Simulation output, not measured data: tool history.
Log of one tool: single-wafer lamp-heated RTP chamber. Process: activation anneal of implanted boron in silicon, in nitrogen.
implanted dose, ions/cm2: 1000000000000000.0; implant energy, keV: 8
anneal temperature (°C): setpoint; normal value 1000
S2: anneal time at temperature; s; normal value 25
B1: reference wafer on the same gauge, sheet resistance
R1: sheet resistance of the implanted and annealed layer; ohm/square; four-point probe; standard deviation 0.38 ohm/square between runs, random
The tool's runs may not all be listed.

Run 1, hour 0: usual settings; B1 126.96. Result: R1 141.86 ohm/square.
Run 2, hour 27.4: usual settings; B1 127.01. Result: R1 142.07 ohm/square.
Run 3, hour 51.4: usual settings; B1 126.96. Result: R1 141.26 ohm/square.
Run 4, hour 133.9: usual settings; B1 126.89. Result: R1 141.42 ohm/square.
Run 5, hour 158.4: usual settings; B1 126.96. Result: R1 140.58 ohm/square.
Run 6, hour 177: usual settings; B1 127.04. Result: R1 141.38 ohm/square.
Run 7, hour 199.5: usual settings but anneal temperature (°C) 1020; B1 127.03. Result: R1 133.73 ohm/square.
Run 8, hour 229.7: usual settings; B1 127.01. Result: R1 140.33 ohm/square.
Run 9, hour 244.6: usual settings; B1 126.94. Result: R1 140.6 ohm/square.
Run 10, hour 276.5: usual settings; B1 127.01. Result: R1 140.63 ohm/square.
Run 11, hour 291.7: usual settings; B1 126.99. Result: R1 139.79 ohm/square.
Run 12, hour 314.2: usual settings but anneal temperature (°C) 991, S2 16 s; B1 126.91. Result: R1 145.69 ohm/square.
At hour 327.6: pyrometer window cleaned and pyrometer calibrated.
At hour 339.2: reflector plate cleaned.
Run 13, hour 339.7: usual settings; B1 126.98. Result: R1 143.69 ohm/square.
At hour 351.5: gauge calibrated.
Run 14, hour 367.7: usual settings but anneal temperature (°C) 1030, S2 36 s; B1 126.96. Result: R1 131.3 ohm/square.
Run 15, hour 382: usual settings; B1 127.03. Result: R1 143.31 ohm/square.
Run 16, hour 408.7: usual settings; B1 126.94. Result: R1 142.64 ohm/square.
Run 17, hour 444.6: usual settings but anneal temperature (°C) 972, S2 19 s; B1 127.06. Result: R1 160.51 ohm/square.
Run 18, hour 458.6: usual settings but anneal temperature (°C) 991, S2 13 s; B1 127.05. Result: R1 150.7 ohm/square.
Run 19, hour 476.5: usual settings but anneal temperature (°C) 1022; B1 127.11. Result: R1 135.26 ohm/square.
Run 20, hour 509.5: usual settings but anneal temperature (°C) 990, S2 17 s; B1 126.99. Result: R1 148.21 ohm/square.
Run 21, hour 540.7: usual settings but anneal temperature (°C) 1018, S2 21 s; B1 127.01. Result: R1 137.01 ohm/square.
Run 22, hour 576.5: usual settings; B1 127.03. Result: R1 141.45 ohm/square.
Run 23, hour 598.7: usual settings but anneal temperature (°C) 1017, S2 31 s; B1 126.98. Result: R1 134.04 ohm/square.

Consider 5 possible next runs. They are alternatives, not a sequence: every one starts from the tool as it was left by run 23. What does each give?
Run A, hour 599.1: usual settings but S2 17 s; B1 ?. Result: R1 ?.
Run B, hour 599.1: usual settings but anneal temperature (°C) 1014, S2 32 s; B1 ?. Result: R1 ?.
Run C, hour 599.1: usual settings but anneal temperature (°C) 992, S2 36 s; B1 ?. Result: R1 ?.
Run D, hour 599.1: usual settings but S2 40 s; B1 ?. Result: R1 ?.
Run E, hour 599.1: usual settings but anneal temperature (°C) 1016, S2 12 s; B1 ?. Result: R1 ?.

run      B1      R1
  A  126.93  143.19
  B  126.93  134.69
  C  126.93  141.12
  D  126.93  137.74
  E  126.93  140.09
Had the tool no hidden state, the same runs would have come out as:
run      R1
  A  147.12
  B  138.12
  C  145.12
  D  141.23
  E   143.4
